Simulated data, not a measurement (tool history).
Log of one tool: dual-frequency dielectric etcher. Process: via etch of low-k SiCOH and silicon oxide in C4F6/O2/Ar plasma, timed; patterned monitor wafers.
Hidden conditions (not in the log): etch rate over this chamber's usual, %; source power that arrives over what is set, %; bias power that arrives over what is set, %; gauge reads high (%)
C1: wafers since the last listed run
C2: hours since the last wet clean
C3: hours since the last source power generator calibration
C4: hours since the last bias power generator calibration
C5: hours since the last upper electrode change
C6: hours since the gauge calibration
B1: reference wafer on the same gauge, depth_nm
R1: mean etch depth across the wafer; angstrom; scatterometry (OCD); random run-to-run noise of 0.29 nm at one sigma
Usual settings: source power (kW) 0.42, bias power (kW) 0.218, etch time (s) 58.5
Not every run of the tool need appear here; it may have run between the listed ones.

run 1 hour=0 | source_power_(kW)=0.42 bias_power_(kW)=0.218 etch_time_(s)=63 | C1=0 C2=433.9 C3=3101.4 C4=4742.4 C5=5743.2 C6=45.4 | B1=215 | R1=2018
run 2 hour=38.7 | source_power_(kW)=0.42 bias_power_(kW)=0.218 etch_time_(s)=63 | C1=324 C2=472.6 C3=3140.1 C4=4781.1 C5=5781.9 C6=84.1 | B1=215 | R1=2015
run 3 hour=44.8 | source_power_(kW)=0.42 bias_power_(kW)=0.218 etch_time_(s)=63 | C1=51 C2=478.7 C3=3146.2 C4=4787.2 C5=5788 C6=90.2 | B1=215 | R1=2019
run 4 hour=61.9 | source_power_(kW)=0.42 bias_power_(kW)=0.218 etch_time_(s)=58.5 | C1=143 C2=495.8 C3=3163.3 C4=4804.3 C5=5805.1 C6=107.3 | B1=215 | R1=1872
-- hour=70.2 bias power generator calibrated
run 5 hour=70.7 | source_power_(kW)=0.42 bias_power_(kW)=0.189 etch_time_(s)=58.5 | C1=40 C2=504.6 C3=3172.1 C4=0.5 C5=5813.9 C6=116.1 | B1=215 | R1=1778
-- hour=105.8 upper electrode replaced
-- hour=111.9 wet clean of the chamber
run 6 hour=112.4 | source_power_(kW)=0.42 bias_power_(kW)=0.218 etch_time_(s)=71 | C1=96 C2=0.5 C3=3213.8 C4=42.2 C5=6.6 C6=157.8 | B1=214.9 | R1=2308
run 7 hour=112.8 | source_power_(kW)=0.42 bias_power_(kW)=0.218 etch_time_(s)=71 | C1=3 C2=0.9 C3=3214.2 C4=42.6 C5=7 C6=158.2 | B1=214.9 | R1=2307
run 8 hour=113.1 | source_power_(kW)=0.42 bias_power_(kW)=0.218 etch_time_(s)=71 | C1=2 C2=1.2 C3=3214.5 C4=42.9 C5=7.3 C6=158.5 | B1=214.9 | R1=2311
run 9 hour=114.3 | source_power_(kW)=0.42 bias_power_(kW)=0.218 etch_time_(s)=58.5 | C1=10 C2=2.4 C3=3215.7 C4=44.1 C5=8.5 C6=159.7 | B1=215 | R1=1899
run 10 hour=125.4 | source_power_(kW)=0.42 bias_power_(kW)=0.218 etch_time_(s)=58.5 | C1=93 C2=13.5 C3=3226.8 C4=55.2 C5=19.6 C6=170.8 | B1=214.9 | R1=1901
run 11 hour=132.2 | source_power_(kW)=0.42 bias_power_(kW)=0.218 etch_time_(s)=58.5 | C1=56 C2=20.3 C3=3233.6 C4=62 C5=26.4 C6=177.6 | B1=215.1 | R1=1900
run 12 hour=143.1 | source_power_(kW)=0.42 bias_power_(kW)=0.194 etch_time_(s)=58.5 | C1=91 C2=31.2 C3=3244.5 C4=72.9 C5=37.3 C6=188.5 | B1=215 | R1=1819
run 13 hour=155.5 | source_power_(kW)=0.42 bias_power_(kW)=0.218 etch_time_(s)=58.5 | C1=103 C2=43.6 C3=3256.9 C4=85.3 C5=49.7 C6=200.9 | B1=214.9 | R1=1895
-- hour=159.7 source power generator calibrated
run 14 hour=166.8 | source_power_(kW)=0.42 bias_power_(kW)=0.172 etch_time_(s)=58.5 | C1=61 C2=54.9 C3=7.1 C4=96.6 C5=61 C6=212.2 | B1=215 | R1=1749
run 15 hour=174.1 | source_power_(kW)=0.34 bias_power_(kW)=0.259 etch_time_(s)=50.5 | C1=61 C2=62.2 C3=14.4 C4=103.9 C5=68.3 C6=219.5 | B1=215 | R1=1571
run 16 hour=191.2 | source_power_(kW)=0.52 bias_power_(kW)=0.168 etch_time_(s)=63 | C1=143 C2=79.3 C3=31.5 C4=121 C5=85.4 C6=236.6 | B1=215 | R1=2065
run 17 hour=207.8 | source_power_(kW)=0.42 bias_power_(kW)=0.218 etch_time_(s)=58.5 | C1=139 C2=95.9 C3=48.1 C4=137.6 C5=102 C6=253.2 | B1=215 | R1=1900
run 18 hour=223.8 | source_power_(kW)=0.42 bias_power_(kW)=0.203 etch_time_(s)=53.5 | C1=134 C2=111.9 C3=64.1 C4=153.6 C5=118 C6=269.2 | B1=214.9 | R1=1689
run 19 hour=231 | source_power_(kW)=0.42 bias_power_(kW)=0.218 etch_time_(s)=50 | C1=60 C2=119.1 C3=71.3 C4=160.8 C5=125.2 C6=276.4 | B1=215 | R1=1622
-- hour=231 gauge calibrated
run 20 hour=238.8 | source_power_(kW)=0.34 bias_power_(kW)=0.184 etch_time_(s)=67.5 | C1=65 C2=126.9 C3=79.1 C4=168.6 C5=133 C6=7.8 | B1=215 | R1=1856
run 21 hour=249.7 | source_power_(kW)=0.39 bias_power_(kW)=0.218 etch_time_(s)=58.5 | C1=91 C2=137.8 C3=90 C4=179.5 C5=143.9 C6=18.7 | B1=214.9 | R1=1822
run 22 hour=260.6 | source_power_(kW)=0.38 bias_power_(kW)=0.235 etch_time_(s)=53 | C1=91 C2=148.7 C3=100.9 C4=190.4 C5=154.8 C6=29.6 | B1=215.1 | R1=1680
run 23 hour=277 | source_power_(kW)=0.34 bias_power_(kW)=0.218 etch_time_(s)=45.5 | C1=137 C2=165.1 C3=117.3 C4=206.8 C5=171.2 C6=46 | B1=215 | R1=1329
run 24 hour=301.8 | source_power_(kW)=0.48 bias_power_(kW)=0.218 etch_time_(s)=58.5 | C1=207 C2=189.9 C3=142.1 C4=231.6 C5=196 C6=70.8 | B1=215 | R1=2011
run 25 hour=313.3 | source_power_(kW)=0.42 bias_power_(kW)=0.218 etch_time_(s)=58.5 | C1=96 C2=201.4 C3=153.6 C4=243.1 C5=207.5 C6=82.3 | B1=215 | R1=1888
run 26 hour=320.7 | source_power_(kW)=0.42 bias_power_(kW)=0.218 etch_time_(s)=45.5 | C1=62 C2=208.8 C3=161 C4=250.5 C5=214.9 C6=89.7 | B1=215.1 | R1=1466
run 27 hour=328.7 | source_power_(kW)=0.37 bias_power_(kW)=0.218 etch_time_(s)=44.5 | C1=67 C2=216.8 C3=169 C4=258.5 C5=222.9 C6=97.7 | B1=215.1 | R1=1353
run 28 hour=366.4 | source_power_(kW)=0.38 bias_power_(kW)=0.218 etch_time_(s)=63.5 | C1=315 C2=254.5 C3=206.7 C4=296.2 C5=260.6 C6=135.4 | B1=215 | R1=1947
run 29 hour=376.3 | source_power_(kW)=0.42 bias_power_(kW)=0.243 etch_time_(s)=49.5 | C1=82 C2=264.4 C3=216.6 C4=306.1 C5=270.5 C6=145.3 | B1=215 | R1=1655
run 30 hour=388.9 | source_power_(kW)=0.34 bias_power_(kW)=0.218 etch_time_(s)=54 | C1=105 C2=277 C3=229.2 C4=318.7 C5=283.1 C6=157.9 | B1=215 | R1=1569
run 31 hour=395.3 | source_power_(kW)=0.42 bias_power_(kW)=0.218 etch_time_(s)=58.5 | C1=53 C2=283.4 C3=235.6 C4=325.1 C5=289.5 C6=164.3 | B1=215.2 | R1=1881

How the hidden state differs across the entries between the runs, from the last listed run before each to the first after it:
Logged between run 4 and run 5: bias power generator calibrated (hour 70.2)
  etch rate over this chamber's usual, %: -1.69 -> -1.72
  the result without the hidden state subtracted from the measured one, R1: -32 -> -31 angstrom
Logged between run 5 and run 6: upper electrode replaced (hour 105.8); wet clean of the chamber (hour 111.9)
  etch rate over this chamber's usual, %: -1.72 -> -0.027
  the result without the hidden state subtracted from the measured one, R1: -31 -> +0 angstrom
Logged between run 13 and run 14: source power generator calibrated (hour 159.7)
  etch rate over this chamber's usual, %: -0.171 -> -0.209
  the result without the hidden state subtracted from the measured one, R1: -4 -> -3 angstrom
Logged between run 19 and run 20: gauge calibrated (hour 231)
  etch rate over this chamber's usual, %: -0.423 -> -0.449
  the result without the hidden state subtracted from the measured one, R1: -7 -> -9 angstrom
